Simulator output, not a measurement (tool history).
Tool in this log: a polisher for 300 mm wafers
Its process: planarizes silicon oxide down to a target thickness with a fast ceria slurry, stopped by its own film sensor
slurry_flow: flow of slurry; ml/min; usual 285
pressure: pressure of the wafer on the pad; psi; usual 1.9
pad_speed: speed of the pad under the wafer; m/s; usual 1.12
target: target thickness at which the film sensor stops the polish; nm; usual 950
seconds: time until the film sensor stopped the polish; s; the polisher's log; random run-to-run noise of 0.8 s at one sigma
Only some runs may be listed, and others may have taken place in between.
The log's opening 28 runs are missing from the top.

run	day	slurry_flow	pressure	pad_speed	target	incoming thickness of the incoming film, nm	seconds
29	79.979	285	1.9	1.12	950	1478.0	54.2
# day 80.650: worn pad replaced by a new one
30	83.583	285	1.9	1.12	950	1471.9	50.4
31	87.679	285	1.9	1.48	950	1458.2	38.5
# day 98.754: slurry nozzle cleaned
32	101.138	285	1.5	1.38	950	1500.7	61.4
# day 105.592: worn pad replaced by a new one
33	105.612	285	1.9	1.12	872	1440.3	54.9
34	107.562	285	1.9	1.12	950	1463.6	51.8
35	111.721	245	1.9	1.12	950	1466.8	53.3
36	114.100	285	1.6	1.26	791	1458.9	75.6

4 ways to go on from here, each from the tool as it stands after run 36. What would each give?
A	114.117	285	1.9	1.12	950	1494.5	?
B	114.117	285	1.9	1.24	950	1494.5	?
C	114.117	285	1.5	1.12	950	1494.5	?
D	114.117	285	1.9	0.74	950	1494.5	?

run	seconds
A	57.7
B	52.2
C	73.1
D	86.5
The same runs, with their run-to-run variation unchanged, on a tool lacking any hidden condition would have given:
run	seconds
A	47.4
B	42.9
C	60.0
D	71.0

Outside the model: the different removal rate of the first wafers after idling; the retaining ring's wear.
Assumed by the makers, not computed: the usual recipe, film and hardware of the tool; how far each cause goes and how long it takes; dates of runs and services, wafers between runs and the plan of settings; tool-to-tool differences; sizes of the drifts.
